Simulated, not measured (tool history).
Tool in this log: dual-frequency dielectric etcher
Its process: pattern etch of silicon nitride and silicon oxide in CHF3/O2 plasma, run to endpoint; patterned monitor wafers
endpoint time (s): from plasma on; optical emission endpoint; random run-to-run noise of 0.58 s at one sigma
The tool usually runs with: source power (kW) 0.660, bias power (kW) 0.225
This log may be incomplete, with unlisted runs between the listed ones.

run	hour	source power (kW)	bias power (kW)	wafers since the last listed run	hours since the last wet clean	hours since the last source power generator calibration	hours since the last bias power generator calibration	hours since the last upper electrode change	incoming incoming film thickness, nm	endpoint time (s)
1	0.0	0.660	0.183	0	401.2	2819.2	5168.3	1969.1	314.2	212.5
2	15.3	0.660	0.183	112	416.5	2834.5	5183.6	1984.4	314.6	211.1
3	24.8	0.660	0.183	70	426.0	2844.0	5193.1	1993.9	309.8	207.0
4	31.4	0.660	0.225	48	432.6	2850.6	5199.7	2000.5	311.3	188.4
5	42.7	0.660	0.225	83	443.9	2861.9	5211.0	2011.8	306.8	186.6
# hour 80.2: wet clean of the chamber
6	80.7	0.660	0.225	103	0.5	2899.9	5249.0	2049.8	308.5	193.2
7	81.1	0.660	0.225	2	0.9	2900.3	5249.4	2050.2	314.2	194.8
# hour 120.0: upper electrode replaced
8	122.1	0.660	0.225	125	41.9	2941.3	5290.4	2.1	311.9	194.4
9	132.5	0.660	0.225	76	52.3	2951.7	5300.8	12.5	308.1	191.3
10	142.9	0.780	0.241	76	62.7	2962.1	5311.2	22.9	310.0	173.2
# hour 157.6: bias power generator calibrated
11	175.1	0.660	0.225	207	94.9	2994.3	17.5	55.1	311.5	193.3
12	181.1	0.520	0.208	44	100.9	3000.3	23.5	61.1	307.9	222.5
# hour 185.1: source power generator calibrated
13	193.6	0.660	0.225	62	113.4	8.5	36.0	73.6	311.8	193.5
14	200.4	0.770	0.206	50	120.2	15.3	42.8	80.4	311.3	186.8
15	209.8	0.660	0.225	69	129.6	24.7	52.2	89.8	308.4	190.0
16	220.5	0.550	0.240	78	140.3	35.4	62.9	100.5	307.9	202.1
17	227.0	0.720	0.263	47	146.8	41.9	69.4	107.0	310.1	172.5
18	234.1	0.520	0.247	52	153.9	49.0	76.5	114.1	310.0	206.4

Hidden state or all else? Some run-to-run changes of endpoint time (s), split into what the settings, what came in and random variation would give without the hidden state, and what is left for the hidden state (with any gauge scatter that isn't in both results):
The tool's hidden condition here consists of: etch rate over this chamber's usual, %; source power that arrives over what is set, %; bias power that arrives over what is set, %.
Run 5 -> 6: wet clean of the chamber. endpoint time (s) +6.6: hidden state +4.5, all else +2.1.
Run 17 -> 18: source power (kW) 0.720 -> 0.520, bias power (kW) 0.263 -> 0.247. endpoint time (s) +33.9: hidden state -0.4, all else +34.3.
